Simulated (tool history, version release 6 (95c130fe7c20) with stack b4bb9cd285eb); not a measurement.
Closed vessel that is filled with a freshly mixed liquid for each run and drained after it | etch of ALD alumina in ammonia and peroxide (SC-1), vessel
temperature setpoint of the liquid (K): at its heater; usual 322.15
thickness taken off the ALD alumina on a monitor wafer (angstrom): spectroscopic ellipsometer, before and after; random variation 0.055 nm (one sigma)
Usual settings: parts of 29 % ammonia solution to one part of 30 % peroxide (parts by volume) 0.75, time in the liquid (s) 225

| run | hour | temperature setpoint of the liquid (K) | parts of 29 % ammonia solution to one part of 30 % peroxide (parts by volume) | time in the liquid (s) | wafers since the last listed run | hours since the thermometer was replaced | hours since the ammonia flow meter was replaced | hours since the drum of ammonia solution was connected | hours since the gauge calibration | read-back film thickness of the ALD alumina reference wafer, read on the same gauge (nm) | thickness taken off the ALD alumina on a monitor wafer (angstrom) |
|---|---|---|---|---|---|---|---|---|---|---|---|
| 1 | 0 | 322.15 | 0.75 | 225 | 0 | 1958.6 | 536.8 | 78.1 | 1980 | 140.01 | 88 |
|  | 3.2 | ammonia flow meter replaced |
| 2 | 29.7 | 316.15 | 0.75 | 225 | 1850 | 1988.3 | 26.5 | 107.8 | 2009.7 | 139.97 | 62.9 |
|  | 47.6 | thermometer replaced |
| 3 | 69.6 | 316.15 | 0.75 | 225 | 2508 | 22 | 66.4 | 147.7 | 2049.6 | 139.97 | 59.2 |
| 4 | 116.7 | 316.15 | 0.75 | 225 | 3036 | 69.1 | 113.5 | 194.8 | 2096.7 | 140.01 | 59.8 |
| 5 | 150 | 322.15 | 0.75 | 225 | 2147 | 102.4 | 146.8 | 228.1 | 2130 | 140.02 | 83.5 |
|  | 154.5 | gauge calibrated |
| 6 | 209.4 | 322.15 | 0.75 | 225 | 3830 | 161.8 | 206.2 | 287.5 | 54.9 | 139.97 | 82.9 |
| 7 | 239.8 | 322.15 | 0.75 | 225 | 1960 | 192.2 | 236.6 | 317.9 | 85.3 | 140.01 | 84.6 |
| 8 | 276.3 | 329.65 | 0.4 | 225 | 2353 | 228.7 | 273.1 | 354.4 | 121.8 | 139.97 | 119.6 |
| 9 | 346.4 | 314.65 | 0.75 | 225 | 4519 | 298.8 | 343.2 | 424.5 | 191.9 | 140.03 | 55 |
| 10 | 371.9 | 322.15 | 0.9 | 330 | 1644 | 324.3 | 368.7 | 450 | 217.4 | 139.95 | 127.3 |
| 11 | 398.9 | 322.15 | 0.75 | 225 | 1740 | 351.3 | 395.7 | 477 | 244.4 | 140 | 84.9 |
|  | 426 | new drum of ammonia solution connected |
| 12 | 459.1 | 322.15 | 0.75 | 340 | 3817 | 411.5 | 455.9 | 33.1 | 304.6 | 139.98 | 128.6 |
| 13 | 509.8 | 322.15 | 0.6 | 225 | 3269 | 462.2 | 506.6 | 83.8 | 355.3 | 139.99 | 83.2 |
| 14 | 544 | 322.15 | 0.75 | 270 | 2205 | 496.4 | 540.8 | 118 | 389.5 | 140.01 | 103.1 |
|  | 574.1 | ammonia flow meter replaced |
| 15 | 615.9 | 318.65 | 0.75 | 225 | 4571 | 568.3 | 41.8 | 189.9 | 461.4 | 140.01 | 69.2 |
| 16 | 647.8 | 322.15 | 0.75 | 225 | 2056 | 600.2 | 73.7 | 221.8 | 493.3 | 140 | 84.1 |
| 17 | 718.8 | 322.15 | 0.55 | 225 | 4577 | 671.2 | 144.7 | 292.8 | 564.3 | 140.02 | 82.8 |
| 18 | 913.6 | 331.15 | 0.95 | 285 | 12560 | 866 | 339.5 | 487.6 | 759.1 | 140.01 | 177.2 |
|  | 932 | new drum of ammonia solution connected |
| 19 | 969.9 | 330.15 | 0.5 | 175 | 3565 | 922.3 | 395.8 | 37.9 | 815.4 | 140.01 | 99.7 |
| 20 | 1035.5 | 322.15 | 0.75 | 225 | 4229 | 987.9 | 461.4 | 103.5 | 881 | 139.99 | 85.6 |
| 21 | 1084.6 | 326.65 | 0.4 | 225 | 3165 | 1037 | 510.5 | 152.6 | 930.1 | 139.99 | 103.5 |
|  | 1117.8 | ammonia flow meter replaced |
| 22 | 1228.1 | 316.15 | 0.45 | 265 | 9188 | 1180.5 | 110.3 | 296.1 | 1073.6 | 140.04 | 69.4 |
| 23 | 1268.5 | 322.15 | 0.75 | 225 | 2604 | 1220.9 | 150.7 | 336.5 | 1114 | 139.99 | 86.3 |
| 24 | 1317.4 | 330.65 | 0.45 | 185 | 3152 | 1269.8 | 199.6 | 385.4 | 1162.9 | 140.05 | 106.2 |
| 25 | 1376.2 | 322.15 | 0.75 | 225 | 3791 | 1328.6 | 258.4 | 444.2 | 1221.7 | 140.03 | 87.2 |
| 26 | 1412.3 | 319.15 | 0.75 | 150 | 2327 | 1364.7 | 294.5 | 480.3 | 1257.8 | 139.97 | 48.9 |
| 27 | 1460.4 | 325.15 | 0.75 | 225 | 3101 | 1412.8 | 342.6 | 528.4 | 1305.9 | 139.99 | 104.1 |
| 28 | 1499.3 | 322.15 | 0.75 | 225 | 2508 | 1451.7 | 381.5 | 567.3 | 1344.8 | 139.98 | 87.5 |
|  | 1514.3 | new drum of ammonia solution connected |
| 29 | 1569 | 322.15 | 0.75 | 225 | 4429 | 1521.4 | 451.2 | 54.7 | 1414.5 | 140.02 | 88.6 |

4 ways to go on from here, each from the tool as it stands after run 29. What would each give?
| A | 1569.7 | 329.65 | 0.75 | 225 | 45 | 1522.1 | 451.9 | 55.4 | 1415.2 | ? | ? |
| B | 1569.7 | 322.15 | 1.1 | 225 | 45 | 1522.1 | 451.9 | 55.4 | 1415.2 | ? | ? |
| C | 1569.7 | 328.65 | 0.4 | 305 | 45 | 1522.1 | 451.9 | 55.4 | 1415.2 | ? | ? |
| D | 1569.7 | 322.15 | 0.75 | 110 | 45 | 1522.1 | 451.9 | 55.4 | 1415.2 | ? | ? |

| run | read-back film thickness of the ALD alumina reference wafer, read on the same gauge (nm) | thickness taken off the ALD alumina on a monitor wafer (angstrom) |
|---|---|---|
| A | 140.01 | 131 |
| B | 140.01 | 90.9 |
| C | 140.01 | 158.7 |
| D | 140.01 | 42.9 |
Without the tool's hidden state the same runs would have given:
| run | thickness taken off the ALD alumina on a monitor wafer (angstrom) |
|---|---|
| A | 123.7 |
| B | 85.6 |
| C | 149.8 |
| D | 40.3 |

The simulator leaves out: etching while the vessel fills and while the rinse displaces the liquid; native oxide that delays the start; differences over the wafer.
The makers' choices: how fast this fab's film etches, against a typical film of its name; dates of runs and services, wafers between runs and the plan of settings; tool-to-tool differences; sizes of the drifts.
